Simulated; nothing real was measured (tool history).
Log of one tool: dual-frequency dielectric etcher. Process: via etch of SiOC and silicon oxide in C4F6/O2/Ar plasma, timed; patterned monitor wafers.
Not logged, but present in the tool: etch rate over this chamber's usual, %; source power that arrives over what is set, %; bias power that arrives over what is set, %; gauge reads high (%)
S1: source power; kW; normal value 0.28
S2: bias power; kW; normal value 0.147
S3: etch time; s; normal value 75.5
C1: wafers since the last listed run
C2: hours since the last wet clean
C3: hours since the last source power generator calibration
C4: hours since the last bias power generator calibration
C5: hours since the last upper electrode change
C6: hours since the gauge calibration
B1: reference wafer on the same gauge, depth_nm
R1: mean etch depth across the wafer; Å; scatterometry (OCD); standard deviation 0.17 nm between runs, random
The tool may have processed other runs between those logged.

run 1 hour=0 | S1=0.32 S2=0.147 S3=75.5 | C1=0 C2=178 C3=3411.3 C4=3223.7 C5=4965.7 C6=93.9 | B1=83.2 | R1=782
run 2 hour=23.5 | S1=0.32 S2=0.147 S3=75.5 | C1=289 C2=201.5 C3=3434.8 C4=3247.2 C5=4989.2 C6=117.4 | B1=83.2 | R1=777
run 3 hour=44.9 | S1=0.28 S2=0.119 S3=75.5 | C1=263 C2=222.9 C3=3456.2 C4=3268.6 C5=5010.6 C6=138.8 | B1=83.2 | R1=711
run 4 hour=73.3 | S1=0.28 S2=0.119 S3=75.5 | C1=349 C2=251.3 C3=3484.6 C4=3297 C5=5039 C6=167.2 | B1=83.2 | R1=711
run 5 hour=88 | S1=0.28 S2=0.119 S3=75.5 | C1=181 C2=266 C3=3499.3 C4=3311.7 C5=5053.7 C6=181.9 | B1=83.2 | R1=708
run 6 hour=113.6 | S1=0.28 S2=0.147 S3=66 | C1=315 C2=291.6 C3=3524.9 C4=3337.3 C5=5079.3 C6=207.5 | B1=83.2 | R1=646
-- hour=152.1 bias power generator calibrated
-- hour=157.1 upper electrode replaced, of another model than before
run 7 hour=157.6 | S1=0.28 S2=0.147 S3=66 | C1=430 C2=335.6 C3=3568.9 C4=5.5 C5=0.5 C6=251.5 | B1=83.2 | R1=642
run 8 hour=162.2 | S1=0.28 S2=0.17 S3=75.5 | C1=56 C2=340.2 C3=3573.5 C4=10.1 C5=5.1 C6=256.1 | B1=83.3 | R1=773
run 9 hour=175.8 | S1=0.28 S2=0.147 S3=75.5 | C1=167 C2=353.8 C3=3587.1 C4=23.7 C5=18.7 C6=269.7 | B1=83.2 | R1=735
run 10 hour=204.4 | S1=0.34 S2=0.169 S3=62.5 | C1=352 C2=382.4 C3=3615.7 C4=52.3 C5=47.3 C6=298.3 | B1=83.3 | R1=719
-- hour=215.5 source power generator calibrated
run 11 hour=236.8 | S1=0.25 S2=0.164 S3=54.5 | C1=349 C2=414.8 C3=21.3 C4=84.7 C5=79.7 C6=330.7 | B1=83.2 | R1=512
run 12 hour=255 | S1=0.28 S2=0.147 S3=75.5 | C1=224 C2=433 C3=39.5 C4=102.9 C5=97.9 C6=348.9 | B1=83.2 | R1=732
-- hour=287.5 wet clean of the chamber
run 13 hour=288 | S1=0.28 S2=0.147 S3=68.5 | C1=110 C2=0.5 C3=72.5 C4=135.9 C5=130.9 C6=381.9 | B1=83.2 | R1=677
-- hour=291.4 gauge calibrated
run 14 hour=303.8 | S1=0.34 S2=0.117 S3=89.5 | C1=194 C2=16.3 C3=88.3 C4=151.7 C5=146.7 C6=12.4 | B1=83.1 | R1=926
run 15 hour=319.7 | S1=0.28 S2=0.147 S3=75.5 | C1=195 C2=32.2 C3=104.2 C4=167.6 C5=162.6 C6=28.3 | B1=83.2 | R1=745
run 16 hour=337 | S1=0.28 S2=0.174 S3=56.5 | C1=213 C2=49.5 C3=121.5 C4=184.9 C5=179.9 C6=45.6 | B1=83.2 | R1=593
run 17 hour=370.6 | S1=0.28 S2=0.137 S3=66.5 | C1=413 C2=83.1 C3=155.1 C4=218.5 C5=213.5 C6=79.2 | B1=83.2 | R1=637
run 18 hour=406.1 | S1=0.28 S2=0.147 S3=75.5 | C1=437 C2=118.6 C3=190.6 C4=254 C5=249 C6=114.7 | B1=83.2 | R1=744

What was the tool's hidden state at every run in the log?
source power that arrives over what is set, %: 0 at every run
bias power that arrives over what is set, %: 0 at every run
gauge reads high (%): 0 at every run
H1: etch rate over this chamber's usual, %
run=1 H1=-0.774
run=2 H1=-0.885
run=3 H1=-0.986
run=4 H1=-1.12
run=5 H1=-1.19
run=6 H1=-1.31
run=7 H1=-1.52
run=8 H1=-1.54
run=9 H1=-1.6
run=10 H1=-1.74
run=11 H1=-1.89
run=12 H1=-1.98
run=13 H1=0.0573
run=14 H1=-0.0172
run=15 H1=-0.0921
run=16 H1=-0.174
run=17 H1=-0.332
run=18 H1=-0.5

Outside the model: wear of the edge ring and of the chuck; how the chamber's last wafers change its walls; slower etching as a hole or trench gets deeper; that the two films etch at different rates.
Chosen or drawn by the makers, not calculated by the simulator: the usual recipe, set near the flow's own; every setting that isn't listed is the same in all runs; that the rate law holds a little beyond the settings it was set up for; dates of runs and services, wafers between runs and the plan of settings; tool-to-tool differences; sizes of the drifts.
